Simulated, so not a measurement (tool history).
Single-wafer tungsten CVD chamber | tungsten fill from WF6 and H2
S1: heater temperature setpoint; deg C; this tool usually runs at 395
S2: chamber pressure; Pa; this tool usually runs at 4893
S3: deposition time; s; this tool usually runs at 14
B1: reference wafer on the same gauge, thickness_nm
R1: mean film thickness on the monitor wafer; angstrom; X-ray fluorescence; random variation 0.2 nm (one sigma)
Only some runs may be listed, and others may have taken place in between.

| run | day | S1 | S2 | S3 | B1 | R1 |
|---|---|---|---|---|---|---|
| 1 | 0 | 395 | 4893 | 14 | 43.873 | 418.27 |
| 2 | 2.038 | 395 | 5773 | 14 | 43.888 | 453.35 |
| 3 | 3.788 | 395 | 5773 | 14 | 43.852 | 449.3 |
| 4 | 16.783 | 395 | 5773 | 14 | 43.916 | 453.53 |
| 5 | 18.371 | 395 | 5453 | 14 | 43.883 | 441.76 |
|  | 19.538 | showerhead replaced |
|  | 22.904 | capacitance manometer re-zeroed and calibrated |
| 6 | 22.925 | 395 | 4893 | 14 | 43.876 | 411.97 |
|  | 23.246 | gauge calibrated |
| 7 | 26.529 | 395 | 4893 | 14 | 43.901 | 410.56 |
| 8 | 29.046 | 395 | 4893 | 14 | 43.93 | 414.44 |
| 9 | 32.8 | 402 | 4893 | 14 | 43.918 | 464.43 |
| 10 | 36.683 | 395 | 4360 | 14 | 43.95 | 391.27 |
| 11 | 38.45 | 395 | 4360 | 14 | 43.875 | 393.66 |
| 12 | 40.254 | 395 | 4893 | 16.2 | 43.852 | 480.17 |
| 13 | 43.15 | 395 | 4893 | 16.2 | 43.987 | 480.08 |
| 14 | 45.308 | 395 | 4893 | 16.2 | 43.876 | 480.4 |
| 15 | 47.821 | 395 | 4893 | 14 | 43.923 | 416.55 |
| 16 | 49.575 | 395 | 4893 | 14 | 43.865 | 420.64 |
| 17 | 52.025 | 386 | 5493 | 14 | 43.851 | 379.3 |
| 18 | 54.133 | 407 | 5533 | 12.9 | 43.911 | 491.04 |
|  | 55.483 | thermocouple changed; heater temperature recalibrated |
| 19 | 57.758 | 391 | 4560 | 12.4 | 43.867 | 338.92 |
| 20 | 60.042 | 383 | 3933 | 14 | 43.913 | 308.51 |
| 21 | 63.362 | 384 | 5506 | 13 | 43.918 | 339.84 |
| 22 | 66.521 | 388 | 4440 | 15.4 | 43.96 | 389.24 |
| 23 | 68.829 | 395 | 4893 | 14 | 43.849 | 419.73 |
| 24 | 70.425 | 400 | 5520 | 16 | 43.938 | 546.23 |
| 25 | 73.633 | 384 | 4893 | 14 | 43.936 | 348.72 |
| 26 | 76.475 | 395 | 3746 | 16.7 | 43.818 | 440 |
| 27 | 80.3 | 395 | 4893 | 16.4 | 43.925 | 487.69 |
| 28 | 82.312 | 395 | 4893 | 14 | 43.874 | 418.61 |
| 29 | 83.825 | 395 | 4893 | 14 | 43.878 | 420.57 |
| 30 | 88.271 | 395 | 4893 | 14 | 43.929 | 421.19 |
| 31 | 90.788 | 395 | 4893 | 11.5 | 43.901 | 347.07 |
| 32 | 93.083 | 395 | 5906 | 14 | 43.906 | 455.74 |
| 33 | 97.258 | 388 | 4320 | 11.4 | 43.866 | 286.88 |
|  | 100.258 | capacitance manometer re-zeroed and calibrated |
| 34 | 101.183 | 395 | 4893 | 14 | 43.864 | 410.48 |

Consider 4 possible next runs. They are alternatives, not a sequence: every one starts from the tool as it was left by run 34. What does each give?
| A | 101.2 | 395 | 4893 | 12.4 | ? | ? |
| B | 101.2 | 395 | 3666 | 14 | ? | ? |
| C | 101.2 | 391 | 4893 | 14 | ? | ? |
| D | 101.2 | 403 | 4893 | 14 | ? | ? |

| run | B1 | R1 |
|---|---|---|
| A | 43.89 | 361.7 |
| B | 43.89 | 357.56 |
| C | 43.89 | 382.27 |
| D | 43.89 | 465.17 |
Take away the tool's hidden state, keep each run's random variation, and the runs would have read:
| run | R1 |
|---|---|
| A | 361.12 |
| B | 356.97 |
| C | 381.66 |
| D | 464.42 |

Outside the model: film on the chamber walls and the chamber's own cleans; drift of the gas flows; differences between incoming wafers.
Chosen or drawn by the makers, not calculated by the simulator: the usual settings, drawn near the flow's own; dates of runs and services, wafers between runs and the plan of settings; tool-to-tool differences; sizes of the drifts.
